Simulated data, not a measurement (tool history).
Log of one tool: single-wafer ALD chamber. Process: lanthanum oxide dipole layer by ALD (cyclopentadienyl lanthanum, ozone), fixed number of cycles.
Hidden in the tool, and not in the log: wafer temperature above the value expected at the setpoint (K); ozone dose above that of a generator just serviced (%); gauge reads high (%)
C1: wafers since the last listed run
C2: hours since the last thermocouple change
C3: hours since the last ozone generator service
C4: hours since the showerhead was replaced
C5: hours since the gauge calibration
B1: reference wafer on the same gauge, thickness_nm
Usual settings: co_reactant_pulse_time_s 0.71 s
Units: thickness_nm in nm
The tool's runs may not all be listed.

Run 1, hour 0: usual settings; C1 0; C2 830.3; C3 387.6; C4 1775.4; C5 248.3; B1 0.382. Result: thickness_nm 0.437 nm.
Run 2, hour 89.7: usual settings; C1 913; C2 920; C3 477.3; C4 1865.1; C5 338; B1 0.382. Result: thickness_nm 0.437 nm.
Run 3, hour 319.1: usual settings but co_reactant_pulse_time_s 0.64 s; C1 2337; C2 1149.4; C3 706.7; C4 2094.5; C5 567.4; B1 0.382. Result: thickness_nm 0.42 nm.
Run 4, hour 396.5: usual settings but co_reactant_pulse_time_s 0.64 s; C1 788; C2 1226.8; C3 784.1; C4 2171.9; C5 644.8; B1 0.382. Result: thickness_nm 0.419 nm.
Run 5, hour 484: usual settings but co_reactant_pulse_time_s 0.79 s; C1 891; C2 1314.3; C3 871.6; C4 2259.4; C5 732.3; B1 0.382. Result: thickness_nm 0.446 nm.
Run 6, hour 553.4: usual settings but co_reactant_pulse_time_s 0.79 s; C1 707; C2 1383.7; C3 941; C4 2328.8; C5 801.7; B1 0.382. Result: thickness_nm 0.445 nm.
Run 7, hour 611.8: usual settings; C1 595; C2 1442.1; C3 999.4; C4 2387.2; C5 860.1; B1 0.382. Result: thickness_nm 0.43 nm.
Run 8, hour 739.5: usual settings; C1 1301; C2 1569.8; C3 1127.1; C4 2514.9; C5 987.8; B1 0.382. Result: thickness_nm 0.43 nm.
Run 9, hour 897.8: usual settings but co_reactant_pulse_time_s 0.55 s; C1 1613; C2 1728.1; C3 1285.4; C4 2673.2; C5 1146.1; B1 0.383. Result: thickness_nm 0.398 nm.
Run 10, hour 999.6: usual settings but co_reactant_pulse_time_s 0.55 s; C1 1037; C2 1829.9; C3 1387.2; C4 2775; C5 1247.9; B1 0.382. Result: thickness_nm 0.397 nm.
Run 11, hour 1048.8: usual settings but co_reactant_pulse_time_s 0.55 s; C1 501; C2 1879.1; C3 1436.4; C4 2824.2; C5 1297.1; B1 0.383. Result: thickness_nm 0.398 nm.
At hour 1152.7: ozone generator serviced.
Run 12, hour 1153.2: usual settings; C1 982; C2 1983.5; C3 0.5; C4 2928.6; C5 1401.5; B1 0.382. Result: thickness_nm 0.442 nm.
Run 13, hour 1217.3: usual settings but co_reactant_pulse_time_s 0.5 s; C1 653; C2 2047.6; C3 64.6; C4 2992.7; C5 1465.6; B1 0.382. Result: thickness_nm 0.399 nm.
Run 14, hour 1286.2: usual settings but co_reactant_pulse_time_s 0.5 s; C1 702; C2 2116.5; C3 133.5; C4 3061.6; C5 1534.5; B1 0.382. Result: thickness_nm 0.397 nm.
At hour 1489.9: thermocouple changed; heater temperature recalibrated.
Run 15, hour 1545.9: usual settings but co_reactant_pulse_time_s 0.5 s; C1 2564; C2 56; C3 393.2; C4 3321.3; C5 1794.2; B1 0.382. Result: thickness_nm 0.392 nm.
Run 16, hour 1866.7: usual settings; C1 3268; C2 376.8; C3 714; C4 3642.1; C5 2115; B1 0.382. Result: thickness_nm 0.43 nm.
Run 17, hour 1909.5: usual settings but co_reactant_pulse_time_s 0.61 s; C1 436; C2 419.6; C3 756.8; C4 3684.9; C5 2157.8; B1 0.382. Result: thickness_nm 0.413 nm.
At hour 2064.1: gauge calibrated.
Run 18, hour 2077.7: usual settings but co_reactant_pulse_time_s 0.9 s; C1 1713; C2 587.8; C3 925; C4 3853.1; C5 13.6; B1 0.382. Result: thickness_nm 0.459 nm.
Run 19, hour 2316.4: usual settings but co_reactant_pulse_time_s 0.97 s; C1 2432; C2 826.5; C3 1163.7; C4 4091.8; C5 252.3; B1 0.382. Result: thickness_nm 0.468 nm.
Run 20, hour 2359.7: usual settings but co_reactant_pulse_time_s 0.6 s; C1 441; C2 869.8; C3 1207; C4 4135.1; C5 295.6; B1 0.382. Result: thickness_nm 0.407 nm.

The next listed run, before its measurement:
Run 21, hour 2442.9: usual settings but co_reactant_pulse_time_s 0.97 s; C1 847; C2 953; C3 1290.2; C4 4218.3; C5 378.8; B1 ?. Result: thickness_nm ?.

B1: 0.382
thickness_nm: 0.467 nm
Without the tool's hidden state the same run would have given thickness_nm 0.482 nm.
